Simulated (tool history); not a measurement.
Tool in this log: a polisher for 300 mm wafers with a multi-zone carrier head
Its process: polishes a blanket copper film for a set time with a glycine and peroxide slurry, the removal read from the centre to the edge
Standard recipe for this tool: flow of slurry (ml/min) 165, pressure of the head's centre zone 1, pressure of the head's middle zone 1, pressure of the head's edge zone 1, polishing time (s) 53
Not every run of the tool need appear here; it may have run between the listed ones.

run	day	flow of slurry (ml/min)	pressure of the head's centre zone	pressure of the head's middle zone	pressure of the head's edge zone	polishing time (s)	incoming thickness of the incoming film, nm	film removed at the wafer's centre (nm)	film removed at mid-radius (nm)	film removed at the wafer's edge (nm)
1	0	165	0.94	1	1	53	1423.4	203.9	225.3	220.7
2	4.125	165	0.94	1	1	53	1400.1	202.1	220.5	222.2
3	7.125	165	0.94	1	1	53	1413	196.9	215.8	221.6
# day 7.954: worn pad replaced by a new one
4	8.762	165	1	1	1	53	1436.8	207.8	216.1	223.7
5	12.538	165	1	1	1	53	1389.8	205.4	208.1	210.8
6	14.2	165	1	1	1	53	1409.1	200.5	205.1	213.7
# day 15.017: slurry nozzle cleaned
7	17.5	165	0.93	1	1	53	1416.5	201.7	228.5	223.1
# day 18.546: carrier head's membrane replaced by a new one
# day 18.733: edge zone pressure recalibrated
# day 19.496: worn pad replaced by a new one
8	21.75	165	1	1	0.94	53	1431.3	219.3	216.4	215
9	24.962	165	1	1	0.94	53	1431.2	207.4	217.9	220.2
10	28.392	165	1	1	1	53	1437.6	206.6	209.1	218.9
# day 30.4: slurry nozzle cleaned
11	31.825	165	1	1	1	53	1421.5	212.3	223	228.1
# day 32.525: worn pad replaced by a new one
12	33.483	165	1	1	1	53	1401	214	228.5	230.7
13	36.783	135	1	0.95	1	53	1425.7	205.2	204.8	221.3
14	39.642	215	1	1	0.91	35	1429	143.7	154.5	144
15	41.171	165	1	1	0.91	38	1414.7	148.7	157.1	149.6
# day 42.883: centre zone pressure recalibrated
# day 44.454: slurry nozzle cleaned
16	44.671	145	1	1.09	1	46	1392.7	190.8	204.6	192.5
# day 45.758: worn pad replaced by a new one
# day 46.662: edge zone pressure recalibrated
17	46.842	165	1	1	1	53	1421.5	217.6	224.4	224.6
18	48.521	130	1	1	1	53	1401.4	209.4	211.7	221.1
19	52.417	165	1	1.03	0.94	53	1431.6	210.3	225.7	219.6
# day 54.433: carrier head's membrane replaced by a new one
20	54.521	165	1	1	1	53	1394.7	209.2	215.8	219.1
21	57.104	165	0.89	0.96	0.95	41	1432.7	140.8	158.8	161.6
# day 58.446: worn pad replaced by a new one
# day 58.758: slurry nozzle cleaned
22	60.496	165	1	1	1	35	1386.9	146.5	146.1	147.8

Below are 3 alternative next runs, each starting from the tool's condition after run 22. Predict each:
A	60.512	165	1	1	1	64	1421.4	?	?	?
B	60.512	125	1	1	1	63	1421.4	?	?	?
C	60.512	165	1	1.03	1	66	1421.4	?	?	?

run	film removed at the wafer's centre (nm)	film removed at mid-radius (nm)	film removed at the wafer's edge (nm)
A	267.1	270.8	270
B	250.6	255.5	257.9
C	275.5	285.7	278.3
With no hidden state in the tool, these same runs would have given:
run	film removed at the wafer's centre (nm)	film removed at mid-radius (nm)	film removed at the wafer's edge (nm)
A	271.4	274.6	272.7
B	255.5	259.9	261
C	279.9	289.7	281.1

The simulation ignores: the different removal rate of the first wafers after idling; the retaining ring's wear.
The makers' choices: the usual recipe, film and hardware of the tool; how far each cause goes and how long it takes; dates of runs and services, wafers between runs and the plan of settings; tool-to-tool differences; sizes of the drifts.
